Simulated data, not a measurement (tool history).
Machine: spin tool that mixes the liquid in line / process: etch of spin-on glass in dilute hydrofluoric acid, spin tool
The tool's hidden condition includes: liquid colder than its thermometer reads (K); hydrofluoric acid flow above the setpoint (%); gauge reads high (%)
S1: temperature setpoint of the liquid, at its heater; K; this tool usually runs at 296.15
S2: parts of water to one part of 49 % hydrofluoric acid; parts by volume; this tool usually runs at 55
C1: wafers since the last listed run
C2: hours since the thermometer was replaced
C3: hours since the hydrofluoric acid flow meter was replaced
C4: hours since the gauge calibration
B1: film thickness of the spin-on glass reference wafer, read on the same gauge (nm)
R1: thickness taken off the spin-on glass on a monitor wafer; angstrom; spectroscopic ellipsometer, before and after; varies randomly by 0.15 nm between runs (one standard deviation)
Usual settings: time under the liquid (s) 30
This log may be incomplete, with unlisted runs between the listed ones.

{"run": 1, "hour": 0.0, "S1": 296.15, "S2": 55, "time under the liquid (s)": 30, "C1": 0, "C2": 1866.8, "C3": 1558.9, "C4": 78.0, "B1": 69.99, "R1": 190.9}
{"run": 2, "hour": 84.3, "S1": 296.15, "S2": 55, "time under the liquid (s)": 30, "C1": 1514, "C2": 1951.1, "C3": 1643.2, "C4": 162.3, "B1": 70.02, "R1": 190.8}
{"run": 3, "hour": 105.3, "S1": 296.15, "S2": 55, "time under the liquid (s)": 25, "C1": 377, "C2": 1972.1, "C3": 1664.2, "C4": 183.3, "B1": 70.0, "R1": 157.8}
{"run": 4, "hour": 118.5, "S1": 296.15, "S2": 55, "time under the liquid (s)": 25, "C1": 237, "C2": 1985.3, "C3": 1677.4, "C4": 196.5, "B1": 69.99, "R1": 157.8}
{"run": 5, "hour": 135.4, "S1": 296.15, "S2": 55, "time under the liquid (s)": 30, "C1": 303, "C2": 2002.2, "C3": 1694.3, "C4": 213.4, "B1": 69.99, "R1": 190.4}
{"run": 6, "hour": 149.2, "S1": 298.15, "S2": 55, "time under the liquid (s)": 30, "C1": 247, "C2": 2016.0, "C3": 1708.1, "C4": 227.2, "B1": 69.99, "R1": 207.9}
{"run": 7, "hour": 169.1, "S1": 298.15, "S2": 55, "time under the liquid (s)": 30, "C1": 357, "C2": 2035.9, "C3": 1728.0, "C4": 247.1, "B1": 70.01, "R1": 206.0}
{"run": 8, "hour": 193.2, "S1": 292.15, "S2": 55, "time under the liquid (s)": 30, "C1": 433, "C2": 2060.0, "C3": 1752.1, "C4": 271.2, "B1": 69.99, "R1": 159.4}
{"run": 9, "hour": 227.3, "S1": 296.15, "S2": 55, "time under the liquid (s)": 30, "C1": 612, "C2": 2094.1, "C3": 1786.2, "C4": 305.3, "B1": 69.99, "R1": 189.3}
{"hour": 237.6, "done": "hydrofluoric acid flow meter replaced"}
{"run": 10, "hour": 261.9, "S1": 296.15, "S2": 70, "time under the liquid (s)": 30, "C1": 603, "C2": 2128.7, "C3": 24.3, "C4": 339.9, "B1": 69.99, "R1": 146.9}
{"run": 11, "hour": 295.2, "S1": 296.15, "S2": 70, "time under the liquid (s)": 30, "C1": 598, "C2": 2162.0, "C3": 57.6, "C4": 373.2, "B1": 69.99, "R1": 145.8}
{"run": 12, "hour": 319.5, "S1": 296.15, "S2": 55, "time under the liquid (s)": 35, "C1": 436, "C2": 2186.3, "C3": 81.9, "C4": 397.5, "B1": 70.0, "R1": 218.4}
{"run": 13, "hour": 342.7, "S1": 296.15, "S2": 30, "time under the liquid (s)": 30, "C1": 416, "C2": 2209.5, "C3": 105.1, "C4": 420.7, "B1": 70.03, "R1": 355.8}
{"run": 14, "hour": 358.4, "S1": 296.15, "S2": 55, "time under the liquid (s)": 30, "C1": 282, "C2": 2225.2, "C3": 120.8, "C4": 436.4, "B1": 69.99, "R1": 187.7}
{"run": 15, "hour": 376.0, "S1": 296.15, "S2": 55, "time under the liquid (s)": 30, "C1": 316, "C2": 2242.8, "C3": 138.4, "C4": 454.0, "B1": 70.0, "R1": 187.4}
{"run": 16, "hour": 393.5, "S1": 300.15, "S2": 40, "time under the liquid (s)": 15, "C1": 314, "C2": 2260.3, "C3": 155.9, "C4": 471.5, "B1": 70.01, "R1": 154.7}
{"run": 17, "hour": 406.0, "S1": 298.65, "S2": 65, "time under the liquid (s)": 30, "C1": 224, "C2": 2272.8, "C3": 168.4, "C4": 484.0, "B1": 69.98, "R1": 174.0}
{"hour": 433.1, "done": "gauge calibrated"}
{"run": 18, "hour": 438.8, "S1": 294.15, "S2": 80, "time under the liquid (s)": 35, "C1": 589, "C2": 2305.6, "C3": 201.2, "C4": 5.7, "B1": 70.0, "R1": 131.9}
{"run": 19, "hour": 454.9, "S1": 296.15, "S2": 55, "time under the liquid (s)": 30, "C1": 289, "C2": 2321.7, "C3": 217.3, "C4": 21.8, "B1": 69.99, "R1": 188.4}
{"run": 20, "hour": 482.5, "S1": 291.65, "S2": 55, "time under the liquid (s)": 20, "C1": 495, "C2": 2349.3, "C3": 244.9, "C4": 49.4, "B1": 70.01, "R1": 103.4}
{"run": 21, "hour": 503.1, "S1": 298.15, "S2": 35, "time under the liquid (s)": 20, "C1": 370, "C2": 2369.9, "C3": 265.5, "C4": 70.0, "B1": 70.0, "R1": 216.5}
{"run": 22, "hour": 515.1, "S1": 296.15, "S2": 55, "time under the liquid (s)": 30, "C1": 215, "C2": 2381.9, "C3": 277.5, "C4": 82.0, "B1": 70.0, "R1": 184.6}
{"run": 23, "hour": 546.8, "S1": 298.15, "S2": 65, "time under the liquid (s)": 20, "C1": 569, "C2": 2413.6, "C3": 309.2, "C4": 113.7, "B1": 70.0, "R1": 112.8}
{"run": 24, "hour": 561.7, "S1": 296.15, "S2": 55, "time under the liquid (s)": 30, "C1": 267, "C2": 2428.5, "C3": 324.1, "C4": 128.6, "B1": 69.99, "R1": 187.4}
{"hour": 575.9, "done": "thermometer replaced"}
{"run": 25, "hour": 576.4, "S1": 296.15, "S2": 75, "time under the liquid (s)": 45, "C1": 246, "C2": 0.5, "C3": 338.8, "C4": 143.3, "B1": 69.99, "R1": 222.3}
{"run": 26, "hour": 602.7, "S1": 296.15, "S2": 55, "time under the liquid (s)": 30, "C1": 472, "C2": 26.8, "C3": 365.1, "C4": 169.6, "B1": 69.99, "R1": 205.2}
{"run": 27, "hour": 628.3, "S1": 296.15, "S2": 30, "time under the liquid (s)": 15, "C1": 460, "C2": 52.4, "C3": 390.7, "C4": 195.2, "B1": 69.99, "R1": 198.5}
{"run": 28, "hour": 652.4, "S1": 292.65, "S2": 70, "time under the liquid (s)": 20, "C1": 433, "C2": 76.5, "C3": 414.8, "C4": 219.3, "B1": 70.0, "R1": 91.7}
{"run": 29, "hour": 673.8, "S1": 296.15, "S2": 55, "time under the liquid (s)": 30, "C1": 384, "C2": 97.9, "C3": 436.2, "C4": 240.7, "B1": 70.02, "R1": 209.9}
{"run": 30, "hour": 697.6, "S1": 296.15, "S2": 55, "time under the liquid (s)": 30, "C1": 427, "C2": 121.7, "C3": 460.0, "C4": 264.5, "B1": 69.99, "R1": 206.1}
{"run": 31, "hour": 726.2, "S1": 298.15, "S2": 25, "time under the liquid (s)": 30, "C1": 513, "C2": 150.3, "C3": 488.6, "C4": 293.1, "B1": 70.0, "R1": 514.4}
{"run": 32, "hour": 759.6, "S1": 296.15, "S2": 55, "time under the liquid (s)": 30, "C1": 600, "C2": 183.7, "C3": 522.0, "C4": 326.5, "B1": 69.99, "R1": 205.5}
{"run": 33, "hour": 790.0, "S1": 297.65, "S2": 30, "time under the liquid (s)": 40, "C1": 546, "C2": 214.1, "C3": 552.4, "C4": 356.9, "B1": 70.0, "R1": 559.8}
{"run": 34, "hour": 805.4, "S1": 292.65, "S2": 45, "time under the liquid (s)": 45, "C1": 276, "C2": 229.5, "C3": 567.8, "C4": 372.3, "B1": 69.98, "R1": 327.0}

For each entry between runs, how does the tool's hidden state at the last listed run before it compare with that at the first listed run after it?
Runs 9 to 10: hydrofluoric acid flow meter replaced (hour 237.6)
  liquid colder than its thermometer reads (K): 2.51 -> 2.55
  difference, measured minus the result without the unlogged condition, R1: -20.9 -> -16.3 angstrom
Runs 17 to 18: gauge calibrated (hour 433.1)
  liquid colder than its thermometer reads (K): 2.71 -> 2.75
  difference, measured minus the result without the unlogged condition, R1: -20.2 -> -16.0 angstrom
Runs 24 to 25: thermometer replaced (hour 575.9)
  liquid colder than its thermometer reads (K): 2.89 -> 0.228
  difference, measured minus the result without the unlogged condition, R1: -24.0 -> -2.1 angstrom

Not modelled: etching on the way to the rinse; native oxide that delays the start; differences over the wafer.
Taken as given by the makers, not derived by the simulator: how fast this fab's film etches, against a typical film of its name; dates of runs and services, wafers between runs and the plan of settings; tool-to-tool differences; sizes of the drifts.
